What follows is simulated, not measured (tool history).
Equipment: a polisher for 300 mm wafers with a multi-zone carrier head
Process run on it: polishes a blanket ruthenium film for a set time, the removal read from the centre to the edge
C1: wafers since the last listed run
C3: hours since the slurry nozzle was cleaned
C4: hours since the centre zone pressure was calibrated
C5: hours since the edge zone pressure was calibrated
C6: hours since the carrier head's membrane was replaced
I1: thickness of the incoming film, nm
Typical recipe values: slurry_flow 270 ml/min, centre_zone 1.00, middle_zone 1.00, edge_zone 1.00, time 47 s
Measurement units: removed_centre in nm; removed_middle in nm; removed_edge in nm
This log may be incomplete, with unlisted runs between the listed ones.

{"run": 1, "hour": 0.0, "slurry_flow": 270, "centre_zone": 1.03, "middle_zone": 1.0, "edge_zone": 1.0, "time": 47, "C1": 0, "wafers polished on this pad": 945, "C3": 143.9, "C4": 32.1, "C5": 1065.2, "C6": 58.8, "I1": 365.3, "removed_centre": 85.0, "removed_middle": 83.8, "removed_edge": 88.3}
{"run": 2, "hour": 7.1, "slurry_flow": 270, "centre_zone": 1.03, "middle_zone": 1.0, "edge_zone": 1.0, "time": 47, "C1": 118, "wafers polished on this pad": 1064, "C3": 151.0, "C4": 39.2, "C5": 1072.3, "C6": 65.9, "I1": 368.7, "removed_centre": 84.5, "removed_middle": 83.3, "removed_edge": 87.7}
{"run": 3, "hour": 18.7, "slurry_flow": 295, "centre_zone": 1.0, "middle_zone": 1.0, "edge_zone": 1.0, "time": 47, "C1": 193, "wafers polished on this pad": 1257, "C3": 162.6, "C4": 50.8, "C5": 1083.9, "C6": 77.5, "I1": 365.1, "removed_centre": 82.0, "removed_middle": 83.6, "removed_edge": 86.1}
{"run": 4, "hour": 25.6, "slurry_flow": 295, "centre_zone": 1.0, "middle_zone": 1.0, "edge_zone": 1.0, "time": 47, "C1": 114, "wafers polished on this pad": 1372, "C3": 169.5, "C4": 57.7, "C5": 1090.8, "C6": 84.4, "I1": 370.3, "removed_centre": 81.4, "removed_middle": 84.6, "removed_edge": 86.6}
{"hour": 32.2, "done": "worn pad replaced by a new one"}
{"run": 5, "hour": 32.7, "slurry_flow": 270, "centre_zone": 1.0, "middle_zone": 1.0, "edge_zone": 1.0, "time": 47, "C1": 51, "wafers polished on this pad": 9, "C3": 176.6, "C4": 64.8, "C5": 1097.9, "C6": 91.5, "I1": 363.9, "removed_centre": 87.7, "removed_middle": 86.7, "removed_edge": 91.2}
{"hour": 35.0, "done": "edge zone pressure recalibrated"}
{"run": 6, "hour": 42.1, "slurry_flow": 320, "centre_zone": 1.0, "middle_zone": 1.0, "edge_zone": 1.0, "time": 47, "C1": 123, "wafers polished on this pad": 132, "C3": 186.0, "C4": 74.2, "C5": 7.1, "C6": 100.9, "I1": 368.8, "removed_centre": 86.7, "removed_middle": 89.1, "removed_edge": 92.1}
{"run": 7, "hour": 49.8, "slurry_flow": 270, "centre_zone": 1.0, "middle_zone": 1.0, "edge_zone": 1.0, "time": 55, "C1": 128, "wafers polished on this pad": 260, "C3": 193.7, "C4": 81.9, "C5": 14.8, "C6": 108.6, "I1": 365.4, "removed_centre": 99.8, "removed_middle": 100.7, "removed_edge": 105.3}
{"run": 8, "hour": 56.6, "slurry_flow": 345, "centre_zone": 1.0, "middle_zone": 0.9, "edge_zone": 1.09, "time": 47, "C1": 113, "wafers polished on this pad": 373, "C3": 200.5, "C4": 88.7, "C5": 21.6, "C6": 115.4, "I1": 368.7, "removed_centre": 88.5, "removed_middle": 81.8, "removed_edge": 95.8}
{"run": 9, "hour": 64.9, "slurry_flow": 270, "centre_zone": 1.08, "middle_zone": 1.0, "edge_zone": 1.0, "time": 47, "C1": 138, "wafers polished on this pad": 511, "C3": 208.8, "C4": 97.0, "C5": 29.9, "C6": 123.7, "I1": 368.3, "removed_centre": 90.9, "removed_middle": 85.9, "removed_edge": 89.3}
{"run": 10, "hour": 80.0, "slurry_flow": 270, "centre_zone": 1.0, "middle_zone": 1.0, "edge_zone": 1.0, "time": 47, "C1": 251, "wafers polished on this pad": 763, "C3": 223.9, "C4": 112.1, "C5": 45.0, "C6": 138.8, "I1": 373.8, "removed_centre": 83.8, "removed_middle": 85.8, "removed_edge": 88.7}
{"run": 11, "hour": 103.7, "slurry_flow": 270, "centre_zone": 1.0, "middle_zone": 1.0, "edge_zone": 1.0, "time": 47, "C1": 394, "wafers polished on this pad": 1158, "C3": 247.6, "C4": 135.8, "C5": 68.7, "C6": 162.5, "I1": 369.9, "removed_centre": 82.7, "removed_middle": 84.4, "removed_edge": 86.9}
{"run": 12, "hour": 112.1, "slurry_flow": 270, "centre_zone": 1.0, "middle_zone": 1.0, "edge_zone": 0.95, "time": 47, "C1": 139, "wafers polished on this pad": 1298, "C3": 256.0, "C4": 144.2, "C5": 77.1, "C6": 170.9, "I1": 370.7, "removed_centre": 82.8, "removed_middle": 81.9, "removed_edge": 84.8}
{"run": 13, "hour": 119.7, "slurry_flow": 270, "centre_zone": 1.0, "middle_zone": 1.0, "edge_zone": 1.0, "time": 36, "C1": 126, "wafers polished on this pad": 1424, "C3": 263.6, "C4": 151.8, "C5": 84.7, "C6": 178.5, "I1": 372.6, "removed_centre": 62.1, "removed_middle": 64.8, "removed_edge": 66.1}
{"hour": 132.1, "done": "slurry nozzle cleaned"}
{"hour": 133.8, "done": "worn pad replaced by a new one"}
{"run": 14, "hour": 135.7, "slurry_flow": 270, "centre_zone": 1.0, "middle_zone": 1.0, "edge_zone": 1.09, "time": 47, "C1": 221, "wafers polished on this pad": 32, "C3": 3.6, "C4": 167.8, "C5": 100.7, "C6": 194.5, "I1": 373.6, "removed_centre": 88.5, "removed_middle": 87.5, "removed_edge": 94.8}
{"run": 15, "hour": 150.4, "slurry_flow": 335, "centre_zone": 1.0, "middle_zone": 1.0, "edge_zone": 1.0, "time": 33, "C1": 244, "wafers polished on this pad": 277, "C3": 18.3, "C4": 182.5, "C5": 115.4, "C6": 209.2, "I1": 371.9, "removed_centre": 61.7, "removed_middle": 62.6, "removed_edge": 64.7}
{"run": 16, "hour": 157.6, "slurry_flow": 270, "centre_zone": 0.92, "middle_zone": 0.92, "edge_zone": 1.0, "time": 47, "C1": 119, "wafers polished on this pad": 397, "C3": 25.5, "C4": 189.7, "C5": 122.6, "C6": 216.4, "I1": 376.2, "removed_centre": 77.8, "removed_middle": 80.8, "removed_edge": 90.6}
{"run": 17, "hour": 166.0, "slurry_flow": 270, "centre_zone": 1.0, "middle_zone": 1.0, "edge_zone": 0.92, "time": 47, "C1": 139, "wafers polished on this pad": 536, "C3": 33.9, "C4": 198.1, "C5": 131.0, "C6": 224.8, "I1": 378.0, "removed_centre": 85.0, "removed_middle": 86.5, "removed_edge": 86.9}
{"run": 18, "hour": 179.9, "slurry_flow": 270, "centre_zone": 1.0, "middle_zone": 1.0, "edge_zone": 1.0, "time": 47, "C1": 231, "wafers polished on this pad": 768, "C3": 47.8, "C4": 212.0, "C5": 144.9, "C6": 238.7, "I1": 369.8, "removed_centre": 84.4, "removed_middle": 86.0, "removed_edge": 89.4}
{"run": 19, "hour": 195.7, "slurry_flow": 270, "centre_zone": 1.0, "middle_zone": 1.0, "edge_zone": 1.0, "time": 47, "C1": 263, "wafers polished on this pad": 1031, "C3": 63.6, "C4": 227.8, "C5": 160.7, "C6": 254.5, "I1": 370.0, "removed_centre": 83.5, "removed_middle": 83.7, "removed_edge": 87.8}
{"run": 20, "hour": 203.5, "slurry_flow": 270, "centre_zone": 1.0, "middle_zone": 1.0, "edge_zone": 1.0, "time": 47, "C1": 129, "wafers polished on this pad": 1161, "C3": 71.4, "C4": 235.6, "C5": 168.5, "C6": 262.3, "I1": 370.7, "removed_centre": 83.1, "removed_middle": 83.9, "removed_edge": 87.4}
{"run": 21, "hour": 218.7, "slurry_flow": 215, "centre_zone": 1.0, "middle_zone": 1.0, "edge_zone": 1.0, "time": 47, "C1": 253, "wafers polished on this pad": 1414, "C3": 86.6, "C4": 250.8, "C5": 183.7, "C6": 277.5, "I1": 374.5, "removed_centre": 79.2, "removed_middle": 81.8, "removed_edge": 85.6}
{"hour": 228.8, "done": "worn pad replaced by a new one"}
{"run": 22, "hour": 232.1, "slurry_flow": 270, "centre_zone": 0.96, "middle_zone": 1.0, "edge_zone": 1.0, "time": 47, "C1": 156, "wafers polished on this pad": 55, "C3": 100.0, "C4": 264.2, "C5": 197.1, "C6": 290.9, "I1": 372.5, "removed_centre": 82.9, "removed_middle": 90.7, "removed_edge": 91.0}
{"run": 23, "hour": 249.1, "slurry_flow": 195, "centre_zone": 1.0, "middle_zone": 1.0, "edge_zone": 1.0, "time": 42, "C1": 283, "wafers polished on this pad": 338, "C3": 117.0, "C4": 281.2, "C5": 214.1, "C6": 307.9, "I1": 364.4, "removed_centre": 72.3, "removed_middle": 75.8, "removed_edge": 79.3}

Hidden state at the last listed run before each entry between runs and at the first one after, where it differs:
From run 4 to run 5: worn pad replaced by a new one (hour 32.2)
  removal rate lost through wear of the pad, %: 6.52 -> 0.35
  the result without the hidden state subtracted from the measured one, removed_centre: -5.6 -> -0.3 nm; removed_middle: -5.9 -> -0.3 nm; removed_edge: -6.0 -> -0.3 nm
From run 5 to run 6: edge zone pressure recalibrated (hour 35.0)
  removal rate lost through wear of the pad, %: 0.35 -> 1.03
  the result without the hidden state subtracted from the measured one, removed_centre: -0.3 -> -0.9 nm; removed_middle: -0.3 -> -0.9 nm; removed_edge: -0.3 -> -0.9 nm
From run 13 to run 14: slurry nozzle cleaned (hour 132.1); worn pad replaced by a new one (hour 133.8)
  removal rate lost through wear of the pad, %: 6.6 -> 0.195
  the result without the hidden state subtracted from the measured one, removed_centre: -4.4 -> -0.2 nm; removed_middle: -4.6 -> -0.2 nm; removed_edge: -4.7 -> -0.2 nm
From run 21 to run 22: worn pad replaced by a new one (hour 228.8)
  removal rate lost through wear of the pad, %: 6.16 -> 0.683
  the result without the hidden state subtracted from the measured one, removed_centre: -5.2 -> -0.5 nm; removed_middle: -5.3 -> -0.6 nm; removed_edge: -5.6 -> -0.6 nm

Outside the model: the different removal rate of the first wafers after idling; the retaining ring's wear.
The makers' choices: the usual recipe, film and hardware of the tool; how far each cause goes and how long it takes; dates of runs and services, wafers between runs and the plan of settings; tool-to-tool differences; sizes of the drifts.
